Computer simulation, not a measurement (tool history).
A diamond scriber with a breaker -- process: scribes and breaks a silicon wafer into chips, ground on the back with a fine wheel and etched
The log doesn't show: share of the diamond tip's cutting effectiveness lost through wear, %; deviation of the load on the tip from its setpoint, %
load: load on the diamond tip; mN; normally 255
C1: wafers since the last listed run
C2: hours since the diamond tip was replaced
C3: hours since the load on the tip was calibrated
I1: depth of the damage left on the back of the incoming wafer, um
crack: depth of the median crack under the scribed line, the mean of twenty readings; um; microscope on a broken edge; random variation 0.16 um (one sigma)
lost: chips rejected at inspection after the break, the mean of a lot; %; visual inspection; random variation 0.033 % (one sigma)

run 1 hour=0 | load=276 | C1=0 C2=115 C3=556.8 | I1=0.7 | crack=13.76 lost=2.98
run 2 hour=30.5 | load=276 | C1=76 C2=145.5 C3=587.3 | I1=0.57 | crack=14.12 lost=3.79
run 3 hour=64.2 | load=214 | C1=84 C2=179.2 C3=621 | I1=0.47 | crack=11.94 lost=1.31
run 4 hour=90.2 | load=214 | C1=65 C2=205.2 C3=647 | I1=0.5 | crack=11.72 lost=1.44
run 5 hour=110.2 | load=197 | C1=50 C2=225.2 C3=667 | I1=0.45 | crack=11.08 lost=3.19
run 6 hour=135.8 | load=197 | C1=64 C2=250.8 C3=692.6 | I1=0.41 | crack=11.25 lost=3.09
run 7 hour=161.7 | load=197 | C1=64 C2=276.7 C3=718.5 | I1=0.69 | crack=11.32 lost=2.99
-- hour=166.8 diamond tip replaced by a new one
run 8 hour=174.5 | load=255 | C1=27 C2=7.7 C3=731.3 | I1=0.35 | crack=13.43 lost=1.73
run 9 hour=203.5 | load=255 | C1=72 C2=36.7 C3=760.3 | I1=0.56 | crack=13.45 lost=1.93
run 10 hour=227.4 | load=312 | C1=59 C2=60.6 C3=784.2 | I1=0.77 | crack=15.62 lost=10.67
run 11 hour=263.2 | load=312 | C1=89 C2=96.4 C3=820 | I1=0.64 | crack=15.68 lost=10.57
run 12 hour=279.4 | load=312 | C1=40 C2=112.6 C3=836.2 | I1=0.35 | crack=15.68 lost=10.25
run 13 hour=294.1 | load=255 | C1=36 C2=127.3 C3=850.9 | I1=0.32 | crack=13.33 lost=2.19
run 14 hour=310.8 | load=255 | C1=41 C2=144 C3=867.6 | I1=0.64 | crack=13.86 lost=2.44
run 15 hour=326.7 | load=255 | C1=39 C2=159.9 C3=883.5 | I1=0.51 | crack=13.54 lost=2.33
-- hour=353.1 load on the tip recalibrated
run 16 hour=356.9 | load=255 | C1=70 C2=190.1 C3=3.8 | I1=0.47 | crack=12.55 lost=0.74
run 17 hour=376.6 | load=220 | C1=49 C2=209.8 C3=23.5 | I1=0.7 | crack=11.52 lost=2.2
run 18 hour=389.1 | load=220 | C1=31 C2=222.3 C3=36 | I1=0.56 | crack=11.5 lost=1.95
run 19 hour=417 | load=255 | C1=69 C2=250.2 C3=63.9 | I1=0.64 | crack=12.61 lost=0.82
run 20 hour=438.7 | load=303 | C1=54 C2=271.9 C3=85.6 | I1=0.69 | crack=14.51 lost=4.74
-- hour=444.5 diamond tip replaced by a new one
run 21 hour=463.8 | load=323 | C1=57 C2=19.3 C3=110.7 | I1=0.39 | crack=14.85 lost=7.86
run 22 hour=495.7 | load=301 | C1=79 C2=51.2 C3=142.6 | I1=0.52 | crack=14.21 lost=4.87
run 23 hour=508.9 | load=255 | C1=33 C2=64.4 C3=155.8 | I1=0.32 | crack=12.92 lost=0.97
run 24 hour=539.6 | load=191 | C1=76 C2=95.1 C3=186.5 | I1=0.73 | crack=10.66 lost=5.98
run 25 hour=553.1 | load=275 | C1=33 C2=108.6 C3=200 | I1=0.37 | crack=13.53 lost=2.42
run 26 hour=574.7 | load=313 | C1=54 C2=130.2 C3=221.6 | I1=0.54 | crack=14.95 lost=7.52
run 27 hour=587.5 | load=216 | C1=32 C2=143 C3=234.4 | I1=0.36 | crack=11.64 lost=1.75
run 28 hour=622 | load=328 | C1=86 C2=177.5 C3=268.9 | I1=0.4 | crack=15.54 lost=10.66
run 29 hour=642.6 | load=255 | C1=51 C2=198.1 C3=289.5 | I1=0.55 | crack=12.98 lost=1.11
run 30 hour=656.8 | load=255 | C1=35 C2=212.3 C3=303.7 | I1=0.77 | crack=12.98 lost=1.22
run 31 hour=673.7 | load=255 | C1=42 C2=229.2 C3=320.6 | I1=0.48 | crack=12.93 lost=1.22
run 32 hour=696 | load=209 | C1=55 C2=251.5 C3=342.9 | I1=0.61 | crack=11.37 lost=2.02
-- hour=718.1 diamond tip replaced by a new one
run 33 hour=720.4 | load=212 | C1=56 C2=2.3 C3=367.3 | I1=0.72 | crack=11.56 lost=1.73
run 34 hour=742.2 | load=220 | C1=54 C2=24.1 C3=389.1 | I1=0.77 | crack=11.64 lost=1.09
run 35 hour=760.7 | load=330 | C1=46 C2=42.6 C3=407.6 | I1=0.57 | crack=15.8 lost=12.47
run 36 hour=781.2 | load=214 | C1=51 C2=63.1 C3=428.1 | I1=0.37 | crack=11.64 lost=1.39
run 37 hour=798 | load=215 | C1=42 C2=79.9 C3=444.9 | I1=0.41 | crack=11.89 lost=1.37
run 38 hour=820 | load=255 | C1=55 C2=101.9 C3=466.9 | I1=0.75 | crack=12.91 lost=1.5

The tool's hidden state at each run:
share of the diamond tip's cutting effectiveness lost through wear, %: 0 across all the runs
H1: deviation of the load on the tip from its setpoint, %
run=1 H1=8.59
run=2 H1=9.07
run=3 H1=9.6
run=4 H1=10
run=5 H1=10.3
run=6 H1=10.7
run=7 H1=11.1
run=8 H1=11.3
run=9 H1=11.8
run=10 H1=12.2
run=11 H1=12.7
run=12 H1=13
run=13 H1=13.2
run=14 H1=13.5
run=15 H1=13.7
run=16 H1=2.6
run=17 H1=2.91
run=18 H1=3.11
run=19 H1=3.55
run=20 H1=3.89
run=21 H1=4.29
run=22 H1=4.79
run=23 H1=5
run=24 H1=5.48
run=25 H1=5.7
run=26 H1=6.04
run=27 H1=6.24
run=28 H1=6.78
run=29 H1=7.11
run=30 H1=7.33
run=31 H1=7.6
run=32 H1=7.95
run=33 H1=8.34
run=34 H1=8.68
run=35 H1=8.97
run=36 H1=9.3
run=37 H1=9.56
run=38 H1=9.91
